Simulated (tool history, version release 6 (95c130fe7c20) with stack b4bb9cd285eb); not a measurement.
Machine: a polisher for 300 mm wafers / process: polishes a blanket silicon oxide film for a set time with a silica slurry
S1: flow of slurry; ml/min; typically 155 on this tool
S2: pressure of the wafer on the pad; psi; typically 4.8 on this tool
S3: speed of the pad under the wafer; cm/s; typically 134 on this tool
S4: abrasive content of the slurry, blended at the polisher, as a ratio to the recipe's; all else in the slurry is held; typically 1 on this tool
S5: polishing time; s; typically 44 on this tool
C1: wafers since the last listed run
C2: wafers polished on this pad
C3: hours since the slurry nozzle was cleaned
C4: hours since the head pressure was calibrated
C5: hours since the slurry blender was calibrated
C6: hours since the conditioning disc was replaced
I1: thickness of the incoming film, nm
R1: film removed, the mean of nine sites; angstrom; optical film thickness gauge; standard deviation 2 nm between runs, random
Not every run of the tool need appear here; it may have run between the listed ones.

run 1 day=0 | S1=155 S2=4.4 S3=134 S4=0.85 S5=44 | C1=0 C2=3848 C3=258.6 C4=178.7 C5=387.5 C6=229.4 | I1=1426.8 | R1=1328
run 2 day=2.2 | S1=155 S2=4.4 S3=134 S4=0.85 S5=44 | C1=514 C2=4362 C3=311.4 C4=231.5 C5=440.3 C6=282.2 | I1=1415.3 | R1=1332
-- day=4.258 worn pad replaced by a new one
run 3 day=5.571 | S1=155 S2=4.4 S3=134 S4=0.85 S5=44 | C1=749 C2=306 C3=392.3 C4=312.4 C5=521.2 C6=363.1 | I1=1409.5 | R1=1286
-- day=5.725 slurry blender recalibrated
-- day=7.85 conditioning disc replaced and pad reconditioned
run 4 day=8.479 | S1=155 S2=4.8 S3=134 S4=1 S5=44 | C1=641 C2=947 C3=462.1 C4=382.2 C5=66.1 C6=15.1 | I1=1446.3 | R1=1730
-- day=10.133 slurry nozzle cleaned
run 5 day=11.167 | S1=155 S2=4.8 S3=134 S4=1 S5=44 | C1=618 C2=1566 C3=24.8 C4=446.7 C5=130.6 C6=79.6 | I1=1409.2 | R1=1752
-- day=14.983 head pressure recalibrated
run 6 day=15.004 | S1=155 S2=4.8 S3=134 S4=1 S5=44 | C1=878 C2=2444 C3=116.9 C4=0.5 C5=222.7 C6=171.7 | I1=1413.6 | R1=1538
-- day=22.975 slurry blender recalibrated
-- day=24.958 worn pad replaced by a new one
-- day=24.958 conditioning disc replaced and pad reconditioned
run 7 day=25.771 | S1=155 S2=4.8 S3=134 S4=1 S5=44 | C1=2459 C2=189 C3=375.3 C4=258.9 C5=67.1 C6=19.5 | I1=1419.2 | R1=1725
-- day=27.504 slurry nozzle cleaned
run 8 day=28.275 | S1=155 S2=4.8 S3=162 S4=1 S5=44 | C1=575 C2=765 C3=18.5 C4=319 C5=127.2 C6=79.6 | I1=1417.1 | R1=1988
run 9 day=32.204 | S1=155 S2=4.8 S3=162 S4=1 S5=44 | C1=918 C2=1684 C3=112.8 C4=413.3 C5=221.5 C6=173.9 | I1=1417 | R1=1985
run 10 day=33.792 | S1=155 S2=4.8 S3=162 S4=1 S5=44 | C1=371 C2=2055 C3=150.9 C4=451.4 C5=259.6 C6=212 | I1=1414 | R1=1999
run 11 day=38.275 | S1=155 S2=5.7 S3=134 S4=1 S5=44 | C1=1048 C2=3104 C3=258.5 C4=559 C5=367.2 C6=319.6 | I1=1396.3 | R1=1836
-- day=38.679 head pressure recalibrated
run 12 day=39.85 | S1=155 S2=4.8 S3=92 S4=1 S5=50 | C1=348 C2=3453 C3=296.3 C4=28.1 C5=405 C6=357.4 | I1=1421.4 | R1=1255
-- day=41.371 conditioning disc replaced and pad reconditioned
run 13 day=43.317 | S1=155 S2=4.8 S3=134 S4=1 S5=44 | C1=791 C2=4244 C3=379.5 C4=111.3 C5=488.2 C6=46.7 | I1=1427.1 | R1=1493
-- day=45.071 slurry blender recalibrated
run 14 day=45.221 | S1=120 S2=4.8 S3=134 S4=1 S5=44 | C1=425 C2=4670 C3=425.2 C4=157 C5=3.6 C6=92.4 | I1=1417.3 | R1=1637
-- day=46.138 worn pad replaced by a new one
run 15 day=47.388 | S1=155 S2=4.8 S3=134 S4=1 S5=56 | C1=467 C2=292 C3=477.2 C4=209 C5=55.6 C6=144.4 | I1=1404.2 | R1=2188
-- day=48.417 slurry nozzle cleaned
run 16 day=49.075 | S1=190 S2=3.7 S3=152 S4=0.8 S5=44 | C1=384 C2=677 C3=15.8 C4=249.5 C5=96.1 C6=184.9 | I1=1415.7 | R1=1485
run 17 day=57.758 | S1=155 S2=4.8 S3=134 S4=1 S5=44 | C1=2030 C2=2707 C3=224.2 C4=457.9 C5=304.5 C6=393.3 | I1=1418.4 | R1=1644
-- day=60.442 head pressure recalibrated
-- day=61.842 conditioning disc replaced and pad reconditioned
run 18 day=61.862 | S1=155 S2=4.8 S3=134 S4=1 S5=44 | C1=920 C2=3628 C3=322.7 C4=34.1 C5=403 C6=0.5 | I1=1400.3 | R1=1436
-- day=62.308 slurry blender recalibrated
-- day=64.829 worn pad replaced by a new one
-- day=66.938 slurry nozzle cleaned
run 19 day=67.425 | S1=125 S2=6.4 S3=134 S4=1.1 S5=52 | C1=1232 C2=597 C3=11.7 C4=167.6 C5=122.8 C6=134 | I1=1414.8 | R1=2513
run 20 day=70.692 | S1=195 S2=4.8 S3=134 S4=0.7 S5=44 | C1=764 C2=1361 C3=90.1 C4=246 C5=201.2 C6=212.4 | I1=1438.8 | R1=1428
run 21 day=75.138 | S1=155 S2=4.4 S3=134 S4=0.85 S5=44 | C1=1039 C2=2401 C3=196.8 C4=352.7 C5=307.9 C6=319.1 | I1=1445.5 | R1=1385
-- day=79.067 head pressure recalibrated
run 22 day=79.088 | S1=155 S2=5.8 S3=90 S4=0.75 S5=44 | C1=904 C2=3305 C3=291.6 C4=0.5 C5=402.7 C6=413.9 | I1=1407.9 | R1=1054
-- day=79.188 slurry blender recalibrated
-- day=80.725 conditioning disc replaced and pad reconditioned
run 23 day=82.275 | S1=140 S2=4.8 S3=148 S4=1 S5=44 | C1=706 C2=4012 C3=368.1 C4=77 C5=74.1 C6=37.2 | I1=1417 | R1=1818
run 24 day=83.854 | S1=155 S2=4.8 S3=134 S4=1 S5=44 | C1=369 C2=4381 C3=406 C4=114.9 C5=112 C6=75.1 | I1=1435 | R1=1717
-- day=85.808 slurry nozzle cleaned
-- day=86.546 worn pad replaced by a new one
run 25 day=87.979 | S1=155 S2=4.8 S3=134 S4=1.15 S5=44 | C1=916 C2=335 C3=52.1 C4=213.9 C5=211 C6=174.1 | I1=1397.2 | R1=1786

Below are 4 alternative next runs, each starting from the tool's condition after run 25. Predict each:
run A day=87.996 | S1=155 S2=4.8 S3=134 S4=1 S5=59 | C1=3 C2=339 C3=52.5 C4=214.3 C5=211.4 C6=174.5 | I1=1447.5 | R1=?
run B day=87.996 | S1=155 S2=4.8 S3=134 S4=1 S5=51 | C1=3 C2=339 C3=52.5 C4=214.3 C5=211.4 C6=174.5 | I1=1447.5 | R1=?
run C day=87.996 | S1=155 S2=4.8 S3=170 S4=1 S5=53 | C1=3 C2=339 C3=52.5 C4=214.3 C5=211.4 C6=174.5 | I1=1447.5 | R1=?
run D day=87.996 | S1=135 S2=4.8 S3=134 S4=1 S5=44 | C1=3 C2=339 C3=52.5 C4=214.3 C5=211.4 C6=174.5 | I1=1447.5 | R1=?

run=A R1=2296
run=B R1=1985
run=C R1=2495
run=D R1=1665
With no hidden state in the tool, these same runs would have given:
run=A R1=2245
run=B R1=1940
run=C R1=2439
run=D R1=1628
